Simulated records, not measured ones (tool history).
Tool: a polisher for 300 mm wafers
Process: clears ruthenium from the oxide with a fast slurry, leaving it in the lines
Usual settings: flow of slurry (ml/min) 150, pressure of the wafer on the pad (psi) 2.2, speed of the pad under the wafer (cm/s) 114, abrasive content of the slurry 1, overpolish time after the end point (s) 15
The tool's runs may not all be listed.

run    hour  flow of slurry (ml/min)  pressure of the wafer on the pad (psi)  speed of the pad under the wafer (cm/s)  abrasive content of the slurry  overpolish time after the end point (s)  incoming thickness of the incoming film, nm  time until the end point was called (s)  dishing of a wide line in a test structure (Å)
  1       0                      150                                       2                                      114                               1                                       13                                        128.1                                     40.3                                             281
  2    66.7                      150                                       2                                      114                               1                                       13                                        130.2                                     41.1                                             283
      114.3  -- head pressure recalibrated
  3   132.2                      150                                     2.2                                      114                               1                                       15                                        128.6                                     36.6                                             340
  4   180.4                      150                                     2.2                                      114                               1                                       15                                        130.5                                     36.9                                             330
      224.6  -- worn pad replaced by a new one
  5   225.1                      150                                     2.2                                      114                               1                                       15                                        131.3                                     37.8                                             333
  6   272.3                      150                                     2.2                                      114                               1                                       15                                        128.5                                     36.8                                             332
  7   313.4                      150                                     2.2                                      114                               1                                       15                                        129.7                                     36.8                                             334
      378.9  -- slurry blender recalibrated
  8   393.2                      150                                     2.2                                      114                               1                                       15                                        129.5                                     37.6                                             334
  9   431.6                      150                                     2.2                                      114                               1                                       15                                        128.8                                     37.7                                             330
      442.2  -- slurry nozzle cleaned
 10   506.3                      150                                     2.2                                      114                               1                                       15                                        129.2                                     36.9                                             329
      522.7  -- worn pad replaced by a new one
 11   590.8                      150                                     2.2                                      114                               1                                       22                                        130.1                                     37.4                                             411
      609.3  -- head pressure recalibrated
 12   678.9                      150                                     2.2                                      114                               1                                       22                                        129.4                                       37                                             418
 13   722.6                      150                                     2.2                                      114                               1                                       15                                        130.5                                     38.3                                             339
      787.8  -- slurry blender recalibrated
      820.6  -- worn pad replaced by a new one
 14   821.1                      115                                     2.2                                      114                               1                                       22                                        128.9                                     38.8                                             407
      825.7  -- slurry nozzle cleaned
 15   888.7                      150                                     2.2                                      114                               1                                       15                                        129.4                                     35.9                                             330
 16   993.7                      180                                     2.2                                      114                             1.3                                       15                                        128.5                                     31.7                                             365
 17  1052.9                      150                                     2.2                                      114                               1                                       15                                        129.8                                     37.6                                             332
     1058.2  -- head pressure recalibrated
 18  1120.4                      115                                     2.5                                      114                            1.25                                       15                                        127.8                                     30.7                                             377
     1126.8  -- slurry blender recalibrated
 19  1170.6                      150                                     2.2                                      114                               1                                       15                                        129.8                                     37.2                                             326
     1192.7  -- worn pad replaced by a new one
     1227.1  -- slurry nozzle cleaned
 20    1258                      150                                     2.2                                      114                               1                                       15                                        129.1                                     36.8                                             328
 21  1311.4                      150                                     2.2                                      150                               1                                       11                                        132.6                                     30.4                                             305
 22  1417.1                      150                                     2.6                                      130                               1                                       15                                        129.7                                     28.8                                             388

The next listed run, before its measurement:
 23  1457.7                      125                                     2.2                                      114                               1                                       15                                          130                                        ?                                               ?

Run 23 gave time until the end point was called (s) 37.8, dishing of a wide line in a test structure (Å) 326.
Without the tool's hidden state the same run would have given time until the end point was called (s) 37.8, dishing of a wide line in a test structure (Å) 326.

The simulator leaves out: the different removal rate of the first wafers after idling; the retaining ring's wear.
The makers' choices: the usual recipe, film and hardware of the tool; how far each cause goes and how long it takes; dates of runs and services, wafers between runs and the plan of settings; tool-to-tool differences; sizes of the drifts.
